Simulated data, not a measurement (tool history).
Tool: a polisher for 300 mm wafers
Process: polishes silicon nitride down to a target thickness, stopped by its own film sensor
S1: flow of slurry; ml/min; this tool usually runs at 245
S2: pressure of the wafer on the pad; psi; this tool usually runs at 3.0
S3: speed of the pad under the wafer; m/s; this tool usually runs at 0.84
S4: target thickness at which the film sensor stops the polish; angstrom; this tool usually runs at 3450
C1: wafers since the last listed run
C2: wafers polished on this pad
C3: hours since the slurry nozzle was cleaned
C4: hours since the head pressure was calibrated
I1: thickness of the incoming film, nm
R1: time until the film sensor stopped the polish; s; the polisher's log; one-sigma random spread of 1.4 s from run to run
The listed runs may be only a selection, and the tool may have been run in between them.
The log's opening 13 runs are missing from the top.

run	hour	S1	S2	S3	S4	C1	C2	C3	C4	I1	R1
14	969.7	180	3.0	0.84	3210	743	3258	437.9	550.8	454.7	119.1
15	1010.6	245	3.4	0.66	3450	311	3570	478.8	591.7	463.2	106.1
# hour 1172.2: head pressure recalibrated
# hour 1260.1: slurry nozzle cleaned
16	1295.7	245	3.0	0.84	3450	2148	5718	35.6	123.5	467.7	102.5
17	1403.4	215	3.7	0.98	3320	820	6538	143.3	231.2	464.7	83.0
# hour 1452.8: worn pad replaced by a new one
18	1463.4	245	3.0	0.84	3450	426	80	203.3	291.2	460.5	98.0
19	1567.9	215	3.0	0.54	3810	795	876	307.8	395.7	458.5	89.5
20	1649.2	285	3.6	0.64	3150	619	1495	389.1	477.0	458.4	122.8
21	1756.3	245	3.3	0.54	3450	815	2311	496.2	584.1	457.0	119.4
22	1804.0	245	3.0	0.84	3450	363	2674	543.9	631.8	463.0	103.4
23	1870.0	245	3.0	0.84	3450	502	3176	609.9	697.8	460.1	104.3
# hour 1874.5: head pressure recalibrated
24	1929.5	300	3.4	1.10	3450	437	3614	669.4	55.0	459.2	70.5
25	2015.3	245	3.0	0.84	3840	653	4268	755.2	140.8	457.2	66.1
26	2083.4	245	2.7	1.06	3450	518	4786	823.3	208.9	456.8	94.6
# hour 2130.2: slurry nozzle cleaned
27	2186.3	245	3.0	0.84	3620	775	5562	56.1	311.8	455.2	76.4
# hour 2205.1: worn pad replaced by a new one
28	2286.2	180	3.8	0.84	3450	730	617	156.0	411.7	453.4	76.5
29	2387.4	215	3.3	0.56	3450	770	1388	257.2	512.9	451.9	107.9
30	2469.8	325	3.0	0.98	3450	627	2015	339.6	595.3	458.7	83.1
31	2570.2	285	3.0	0.76	3450	764	2780	440.0	695.7	459.4	102.1
32	2636.0	280	2.2	1.06	3130	501	3281	505.8	761.5	466.7	141.3
# hour 2704.4: head pressure recalibrated
33	2747.7	275	3.0	0.76	3450	835	4116	617.5	43.3	461.5	105.8
34	2836.1	180	3.0	0.84	3750	673	4789	705.9	131.7	468.6	86.8
35	2932.1	245	3.5	1.10	3450	730	5520	801.9	227.7	464.3	76.2
# hour 2979.9: slurry nozzle cleaned
# hour 2988.6: worn pad replaced by a new one
36	3020.7	185	2.5	0.84	3450	636	244	40.8	316.3	464.3	121.6
37	3085.1	215	3.0	0.84	3450	490	734	105.2	380.7	454.1	93.3

What if the next run were any one of these 3? Each begins from the tool's condition after run 37:
A	3085.6	245	3.9	0.84	3450	3	738	105.7	381.2	453.0	?
B	3085.6	245	2.3	0.84	3450	3	738	105.7	381.2	453.0	?
C	3085.6	245	2.4	0.64	3450	3	738	105.7	381.2	453.0	?

run	R1
A	69.8
B	112.5
C	130.9
With the hidden condition removed and each run's random variation left untouched, the same runs would have given:
run	R1
A	69.3
B	111.7
C	129.9
